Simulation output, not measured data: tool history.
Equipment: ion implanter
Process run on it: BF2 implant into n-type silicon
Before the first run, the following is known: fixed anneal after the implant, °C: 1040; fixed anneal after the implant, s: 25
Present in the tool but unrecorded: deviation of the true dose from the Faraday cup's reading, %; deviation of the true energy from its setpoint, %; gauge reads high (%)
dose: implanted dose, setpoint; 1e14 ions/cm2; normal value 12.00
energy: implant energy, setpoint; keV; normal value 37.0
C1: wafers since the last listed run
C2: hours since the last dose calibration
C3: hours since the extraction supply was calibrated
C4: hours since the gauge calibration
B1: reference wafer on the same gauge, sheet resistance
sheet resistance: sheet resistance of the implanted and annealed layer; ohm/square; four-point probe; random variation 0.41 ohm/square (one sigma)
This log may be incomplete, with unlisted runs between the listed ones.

run 1 day=0.000 | dose=14.45 energy=37.0 | C1=0 C2=1752.5 C3=3501.1 C4=2098.5 | B1=106.00 | sheet_resistance=102.48
run 2 day=3.833 | dose=14.45 energy=37.0 | C1=2215 C2=1844.5 C3=3593.1 C4=2190.5 | B1=106.01 | sheet_resistance=102.52
-- day=4.212 Faraday cup replaced and dose calibrated
run 3 day=7.354 | dose=14.45 energy=37.0 | C1=1842 C2=75.4 C3=3677.6 C4=2275.0 | B1=105.97 | sheet_resistance=103.18
run 4 day=11.233 | dose=12.00 energy=43.0 | C1=2241 C2=168.5 C3=3770.7 C4=2368.1 | B1=106.02 | sheet_resistance=109.97
run 5 day=13.679 | dose=12.00 energy=43.0 | C1=1413 C2=227.2 C3=3829.4 C4=2426.8 | B1=105.95 | sheet_resistance=109.44
run 6 day=15.246 | dose=12.00 energy=37.0 | C1=905 C2=264.8 C3=3867.0 C4=2464.4 | B1=106.02 | sheet_resistance=114.08
run 7 day=18.183 | dose=12.00 energy=37.0 | C1=1697 C2=335.3 C3=3937.5 C4=2534.9 | B1=106.02 | sheet_resistance=112.84
run 8 day=22.454 | dose=12.00 energy=37.0 | C1=2468 C2=437.8 C3=4040.0 C4=2637.4 | B1=106.05 | sheet_resistance=113.51
run 9 day=26.058 | dose=12.00 energy=37.0 | C1=2082 C2=524.3 C3=4126.5 C4=2723.9 | B1=106.01 | sheet_resistance=112.80
run 10 day=29.000 | dose=12.00 energy=37.0 | C1=1699 C2=594.9 C3=4197.1 C4=2794.5 | B1=105.96 | sheet_resistance=112.72
run 11 day=32.133 | dose=12.00 energy=37.0 | C1=1810 C2=670.1 C3=4272.3 C4=2869.7 | B1=105.98 | sheet_resistance=113.14
run 12 day=33.679 | dose=12.00 energy=37.0 | C1=893 C2=707.2 C3=4309.4 C4=2906.8 | B1=106.01 | sheet_resistance=112.88
run 13 day=37.400 | dose=13.40 energy=25.5 | C1=2150 C2=796.5 C3=4398.7 C4=2996.1 | B1=105.98 | sheet_resistance=119.05
run 14 day=39.642 | dose=8.77 energy=37.0 | C1=1295 C2=850.3 C3=4452.5 C4=3049.9 | B1=105.89 | sheet_resistance=139.27
run 15 day=43.471 | dose=8.84 energy=42.0 | C1=2212 C2=942.2 C3=4544.4 C4=3141.8 | B1=105.97 | sheet_resistance=136.13
run 16 day=45.088 | dose=8.86 energy=37.0 | C1=934 C2=981.0 C3=4583.2 C4=3180.6 | B1=105.98 | sheet_resistance=139.09
-- day=46.883 extraction supply calibrated
run 17 day=48.438 | dose=14.22 energy=37.0 | C1=1743 C2=1061.4 C3=37.3 C4=3261.0 | B1=106.03 | sheet_resistance=103.14
run 18 day=51.550 | dose=14.29 energy=45.0 | C1=1798 C2=1136.1 C3=112.0 C4=3335.7 | B1=105.98 | sheet_resistance=97.78
run 19 day=54.317 | dose=14.14 energy=37.0 | C1=1598 C2=1202.5 C3=178.4 C4=3402.1 | B1=106.00 | sheet_resistance=103.20
run 20 day=56.425 | dose=15.06 energy=37.0 | C1=1218 C2=1253.1 C3=229.0 C4=3452.7 | B1=105.98 | sheet_resistance=101.24
run 21 day=58.796 | dose=12.00 energy=37.0 | C1=1370 C2=1310.0 C3=285.9 C4=3509.6 | B1=105.98 | sheet_resistance=112.32
run 22 day=60.846 | dose=12.00 energy=37.0 | C1=1184 C2=1359.2 C3=335.1 C4=3558.8 | B1=106.00 | sheet_resistance=112.53
-- day=63.404 Faraday cup replaced and dose calibrated
run 23 day=64.054 | dose=12.00 energy=37.0 | C1=1661 C2=15.6 C3=412.1 C4=3635.8 | B1=106.00 | sheet_resistance=113.96
run 24 day=65.604 | dose=12.00 energy=37.0 | C1=895 C2=52.8 C3=449.3 C4=3673.0 | B1=105.95 | sheet_resistance=114.06
run 25 day=67.250 | dose=13.14 energy=26.0 | C1=951 C2=92.3 C3=488.8 C4=3712.5 | B1=106.01 | sheet_resistance=118.97
run 26 day=70.467 | dose=15.17 energy=32.5 | C1=1858 C2=169.5 C3=566.0 C4=3789.7 | B1=105.95 | sheet_resistance=105.54
run 27 day=74.888 | dose=15.47 energy=28.0 | C1=2554 C2=275.6 C3=672.1 C4=3895.8 | B1=106.03 | sheet_resistance=109.70
-- day=75.267 gauge calibrated
run 28 day=78.192 | dose=12.00 energy=37.0 | C1=1909 C2=354.9 C3=751.4 C4=70.2 | B1=106.02 | sheet_resistance=112.55
run 29 day=88.117 | dose=9.54 energy=24.5 | C1=5735 C2=593.1 C3=989.6 C4=308.4 | B1=105.89 | sheet_resistance=142.49
run 30 day=91.371 | dose=15.41 energy=30.5 | C1=1880 C2=671.2 C3=1067.7 C4=386.5 | B1=105.93 | sheet_resistance=106.42
run 31 day=94.208 | dose=15.50 energy=40.5 | C1=1639 C2=739.3 C3=1135.8 C4=454.6 | B1=105.94 | sheet_resistance=96.53
run 32 day=98.271 | dose=14.55 energy=37.0 | C1=2347 C2=836.8 C3=1233.3 C4=552.1 | B1=106.05 | sheet_resistance=103.01
run 33 day=100.746 | dose=12.00 energy=37.0 | C1=1430 C2=896.2 C3=1292.7 C4=611.5 | B1=105.97 | sheet_resistance=112.21
run 34 day=103.808 | dose=12.00 energy=37.0 | C1=1769 C2=969.7 C3=1366.2 C4=685.0 | B1=106.09 | sheet_resistance=112.68
run 35 day=106.854 | dose=10.89 energy=37.0 | C1=1760 C2=1042.8 C3=1439.3 C4=758.1 | B1=106.01 | sheet_resistance=118.81
run 36 day=109.450 | dose=9.79 energy=37.0 | C1=1500 C2=1105.1 C3=1501.6 C4=820.4 | B1=106.04 | sheet_resistance=127.70

What differs in the tool's unlogged condition from the final listed run ahead of each entry between runs to the first listed run following it?
Logged between run 2 and run 3: Faraday cup replaced and dose calibrated (day 4.212)
  deviation of the true dose from the Faraday cup's reading, %: 2.38 -> 0.436
  measured result minus the result with no hidden state, sheet resistance: -1.01 -> -0.20 ohm/square
Logged between run 16 and run 17: extraction supply calibrated (day 46.883)
  deviation of the true dose from the Faraday cup's reading, %: 2.36 -> 2.42
  measured result minus the result with no hidden state, sheet resistance: -2.61 -> -1.07 ohm/square
Logged between run 22 and run 23: Faraday cup replaced and dose calibrated (day 63.404)
  deviation of the true dose from the Faraday cup's reading, %: 2.58 -> 0.562
  measured result minus the result with no hidden state, sheet resistance: -1.66 -> -0.37 ohm/square
Logged between run 27 and run 28: gauge calibrated (day 75.267)
  deviation of the true dose from the Faraday cup's reading, %: 1.57 -> 1.8
  measured result minus the result with no hidden state, sheet resistance: -0.54 -> -1.17 ohm/square
